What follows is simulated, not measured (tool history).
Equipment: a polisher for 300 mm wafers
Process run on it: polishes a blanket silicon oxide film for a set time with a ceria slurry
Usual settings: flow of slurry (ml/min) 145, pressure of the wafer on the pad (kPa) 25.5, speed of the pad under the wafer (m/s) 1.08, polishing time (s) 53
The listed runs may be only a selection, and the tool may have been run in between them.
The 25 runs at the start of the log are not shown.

run	hour	flow of slurry (ml/min)	pressure of the wafer on the pad (kPa)	speed of the pad under the wafer (m/s)	polishing time (s)	incoming thickness of the incoming film, nm	film removed (angstrom)
26	688.0	145	32.4	1.20	53	947.0	3618
27	717.9	145	25.5	1.08	53	934.3	2544
# hour 748.5: worn pad replaced by a new one
28	749.0	185	22.8	0.76	36	939.3	1200
29	782.4	145	21.4	1.08	42	962.6	1725
30	795.0	170	25.5	1.08	53	940.3	2640
31	823.5	115	25.5	1.18	53	962.0	2552
32	847.4	130	29.6	0.82	66	939.3	2699
33	900.5	145	25.5	1.08	53	970.7	2465
34	918.6	145	25.5	1.08	53	962.2	2421
35	938.0	145	25.5	1.08	53	939.1	2449
36	951.8	145	25.5	1.08	42	948.8	1973
37	978.9	165	25.5	1.08	66	942.8	3169

Each row is a separate what-if for the run after 37, all from the same tool condition, not one after another. Results?
A	979.3	145	25.5	1.08	53	944.2	?
B	979.3	115	22.1	1.26	60	944.2	?
C	979.3	165	29.6	0.84	43	944.2	?
D	979.3	145	25.5	1.20	53	944.2	?

run	film removed (angstrom)
A	2429
B	2574
C	1844
D	2699
Had the tool no hidden state, the same runs would have come out as:
run	film removed (angstrom)
A	2899
B	3143
C	2177
D	3221

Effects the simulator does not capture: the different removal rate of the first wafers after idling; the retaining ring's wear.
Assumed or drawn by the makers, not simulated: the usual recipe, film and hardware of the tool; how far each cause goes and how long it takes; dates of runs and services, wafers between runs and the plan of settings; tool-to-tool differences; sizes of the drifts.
